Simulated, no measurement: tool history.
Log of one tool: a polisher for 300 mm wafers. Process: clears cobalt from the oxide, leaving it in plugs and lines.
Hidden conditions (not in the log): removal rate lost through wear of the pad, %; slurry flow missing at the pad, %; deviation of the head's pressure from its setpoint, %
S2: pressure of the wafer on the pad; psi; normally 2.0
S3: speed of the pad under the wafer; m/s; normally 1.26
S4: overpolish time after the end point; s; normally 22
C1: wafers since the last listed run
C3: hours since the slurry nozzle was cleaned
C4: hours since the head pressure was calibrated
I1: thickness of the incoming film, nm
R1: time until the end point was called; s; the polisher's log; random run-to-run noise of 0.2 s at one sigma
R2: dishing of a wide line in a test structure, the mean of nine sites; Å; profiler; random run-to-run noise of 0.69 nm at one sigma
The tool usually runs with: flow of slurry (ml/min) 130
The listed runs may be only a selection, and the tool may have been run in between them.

Run 1, hour 0.0: usual settings; C1 0; wafers polished on this pad 2432; C3 158.3; C4 814.2; I1 152.3. Result: R1 26.9 s, R2 481 Å.
Run 2, hour 26.0: usual settings; C1 362; wafers polished on this pad 2794; C3 184.3; C4 840.2; I1 148.8. Result: R1 26.9 s, R2 483 Å.
Run 3, hour 39.2: usual settings; C1 183; wafers polished on this pad 2978; C3 197.5; C4 853.4; I1 150.3. Result: R1 27.0 s, R2 478 Å.
At hour 44.6: worn pad replaced by a new one.
Run 4, hour 67.0: usual settings; C1 331; wafers polished on this pad 312; C3 225.3; C4 881.2; I1 149.9. Result: R1 25.6 s, R2 481 Å.
Run 5, hour 87.2: usual settings; C1 281; wafers polished on this pad 593; C3 245.5; C4 901.4; I1 150.1. Result: R1 25.8 s, R2 468 Å.
Run 6, hour 114.3: usual settings; C1 377; wafers polished on this pad 971; C3 272.6; C4 928.5; I1 151.6. Result: R1 26.5 s, R2 473 Å.
Run 7, hour 150.2: usual settings; C1 500; wafers polished on this pad 1471; C3 308.5; C4 964.4; I1 150.8. Result: R1 26.5 s, R2 478 Å.
Run 8, hour 177.3: usual settings; C1 377; wafers polished on this pad 1848; C3 335.6; C4 991.5; I1 148.5. Result: R1 26.7 s, R2 474 Å.
Run 9, hour 203.1: usual settings; C1 359; wafers polished on this pad 2208; C3 361.4; C4 1017.3; I1 147.9. Result: R1 26.1 s, R2 477 Å.
Run 10, hour 235.9: usual settings; C1 456; wafers polished on this pad 2665; C3 394.2; C4 1050.1; I1 151.7. Result: R1 27.7 s, R2 476 Å.
At hour 240.4: head pressure recalibrated.
At hour 250.9: slurry nozzle cleaned.
Run 11, hour 251.4: usual settings but S3 1.08 m/s; C1 174; wafers polished on this pad 2839; C3 0.5; C4 11.0; I1 150.1. Result: R1 30.3 s, R2 466 Å.
Run 12, hour 279.8: usual settings but S3 1.08 m/s; C1 395; wafers polished on this pad 3235; C3 28.9; C4 39.4; I1 149.3. Result: R1 30.9 s, R2 456 Å.
At hour 285.9: worn pad replaced by a new one.
Run 13, hour 309.8: usual settings; C1 362; wafers polished on this pad 333; C3 58.9; C4 69.4; I1 149.2. Result: R1 24.9 s, R2 478 Å.
Run 14, hour 327.4: usual settings but flow of slurry (ml/min) 155, S3 0.96 m/s, S4 31 s; C1 245; wafers polished on this pad 578; C3 76.5; C4 87.0; I1 147.9. Result: R1 31.6 s, R2 490 Å.
Run 15, hour 343.2: usual settings but S4 12 s; C1 220; wafers polished on this pad 798; C3 92.3; C4 102.8; I1 147.5. Result: R1 25.1 s, R2 397 Å.
Run 16, hour 377.5: usual settings; C1 477; wafers polished on this pad 1276; C3 126.6; C4 137.1; I1 148.0. Result: R1 25.5 s, R2 492 Å.
Run 17, hour 417.0: usual settings; C1 550; wafers polished on this pad 1826; C3 166.1; C4 176.6; I1 151.4. Result: R1 26.8 s, R2 479 Å.
Run 18, hour 444.2: usual settings; C1 378; wafers polished on this pad 2205; C3 193.3; C4 203.8; I1 151.9. Result: R1 27.1 s, R2 482 Å.
At hour 473.6: worn pad replaced by a new one.
Run 19, hour 477.5: usual settings; C1 408; wafers polished on this pad 54; C3 226.6; C4 237.1; I1 149.6. Result: R1 25.5 s, R2 471 Å.
Run 20, hour 492.6: usual settings but flow of slurry (ml/min) 145, S2 1.4 psi; C1 210; wafers polished on this pad 265; C3 241.7; C4 252.2; I1 150.1. Result: R1 36.3 s, R2 443 Å.
Run 21, hour 519.6: usual settings but flow of slurry (ml/min) 110, S2 2.4 psi, S4 16 s; C1 376; wafers polished on this pad 641; C3 268.7; C4 279.2; I1 151.0. Result: R1 22.8 s, R2 456 Å.
Run 22, hour 545.8: usual settings but flow of slurry (ml/min) 150, S3 1.52 m/s, S4 14 s; C1 365; wafers polished on this pad 1006; C3 294.9; C4 305.4; I1 150.7. Result: R1 20.7 s, R2 452 Å.
Run 23, hour 563.5: usual settings but flow of slurry (ml/min) 110, S4 9 s; C1 246; wafers polished on this pad 1253; C3 312.6; C4 323.1; I1 151.3. Result: R1 27.9 s, R2 333 Å.
Run 24, hour 594.2: usual settings but flow of slurry (ml/min) 165, S2 2.2 psi, S4 10 s; C1 427; wafers polished on this pad 1680; C3 343.3; C4 353.8; I1 147.5. Result: R1 22.5 s, R2 381 Å.
Run 25, hour 619.2: usual settings but S3 1.62 m/s, S4 10 s; C1 348; wafers polished on this pad 2029; C3 368.3; C4 378.8; I1 148.8. Result: R1 20.5 s, R2 393 Å.
At hour 636.8: slurry nozzle cleaned.
Run 26, hour 648.9: usual settings but flow of slurry (ml/min) 115, S2 2.6 psi; C1 399; wafers polished on this pad 2429; C3 12.1; C4 408.5; I1 151.4. Result: R1 20.6 s, R2 488 Å.
At hour 668.0: worn pad replaced by a new one.
Run 27, hour 676.6: usual settings but S2 1.7 psi, S4 17 s; C1 330; wafers polished on this pad 119; C3 39.8; C4 436.2; I1 149.1. Result: R1 29.5 s, R2 432 Å.
Run 28, hour 692.5: usual settings; C1 221; wafers polished on this pad 341; C3 55.7; C4 452.1; I1 150.7. Result: R1 25.2 s, R2 498 Å.
Run 29, hour 712.4: usual settings but flow of slurry (ml/min) 115, S2 1.6 psi, S3 0.94 m/s, S4 34 s; C1 277; wafers polished on this pad 618; C3 75.6; C4 472.0; I1 147.1. Result: R1 42.5 s, R2 472 Å.
Run 30, hour 729.1: usual settings; C1 232; wafers polished on this pad 851; C3 92.3; C4 488.7; I1 151.4. Result: R1 25.8 s, R2 480 Å.
Run 31, hour 761.4: usual settings; C1 450; wafers polished on this pad 1301; C3 124.6; C4 521.0; I1 150.9. Result: R1 25.7 s, R2 489 Å.
Run 32, hour 774.5: usual settings but flow of slurry (ml/min) 165, S2 1.7 psi, S4 28 s; C1 182; wafers polished on this pad 1483; C3 137.7; C4 534.1; I1 149.9. Result: R1 28.8 s, R2 478 Å.
Run 33, hour 808.2: usual settings; C1 469; wafers polished on this pad 1953; C3 171.4; C4 567.8; I1 149.2. Result: R1 25.9 s, R2 474 Å.
Run 34, hour 829.1: usual settings but S2 2.5 psi, S4 18 s; C1 291; wafers polished on this pad 2244; C3 192.3; C4 588.7; I1 149.4. Result: R1 20.8 s, R2 488 Å.
Run 35, hour 847.0: usual settings but flow of slurry (ml/min) 115, S2 1.6 psi, S3 0.94 m/s, S4 34 s; C1 249; wafers polished on this pad 2493; C3 210.2; C4 606.6; I1 148.5. Result: R1 45.7 s, R2 468 Å.
Run 36, hour 866.4: usual settings but S3 1.68 m/s, S4 30 s; C1 270; wafers polished on this pad 2764; C3 229.6; C4 626.0; I1 149.4. Result: R1 20.3 s, R2 504 Å.

How the hidden state differs across the entries between the runs, from the last listed run before each to the first after it:
Run 3 -> run 4: worn pad replaced by a new one (hour 44.6)
  removal rate lost through wear of the pad, %: 5.95 -> 0.215; slurry flow missing at the pad, %: 19.4 -> 20.4
  what was measured, less what the result would be without the hidden state, R1: +2.9 -> +1.5 s; R2: -11 -> -5 Å
Run 10 -> run 11: head pressure recalibrated (hour 240.4); slurry nozzle cleaned (hour 250.9)
  removal rate lost through wear of the pad, %: 4.29 -> 4.98; slurry flow missing at the pad, %: 23.8 -> 3.58
  what was measured, less what the result would be without the hidden state, R1: +2.9 -> +1.7 s; R2: -11 -> -7 Å
Run 12 -> run 13: worn pad replaced by a new one (hour 285.9)
  removal rate lost through wear of the pad, %: 6.4 -> 0.522; slurry flow missing at the pad, %: 7.44 -> 10.8
  what was measured, less what the result would be without the hidden state, R1: +2.4 -> +0.8 s; R2: -10 -> -3 Å
Run 18 -> run 19: worn pad replaced by a new one (hour 473.6)
  removal rate lost through wear of the pad, %: 3.29 -> 0.119; slurry flow missing at the pad, %: 19.7 -> 21
  what was measured, less what the result would be without the hidden state, R1: +2.2 -> +1.4 s; R2: -8 -> -5 Å
Run 25 -> run 26: slurry nozzle cleaned (hour 636.8)
  removal rate lost through wear of the pad, %: 2.51 -> 3.59; slurry flow missing at the pad, %: 24 -> 2.85
  what was measured, less what the result would be without the hidden state, R1: +1.8 -> +0.9 s; R2: -15 -> -3 Å
Run 26 -> run 27: worn pad replaced by a new one (hour 668.0)
  removal rate lost through wear of the pad, %: 3.59 -> 0.343; slurry flow missing at the pad, %: 2.85 -> 6.33
  what was measured, less what the result would be without the hidden state, R1: +0.9 -> +0.5 s; R2: -3 -> -3 Å
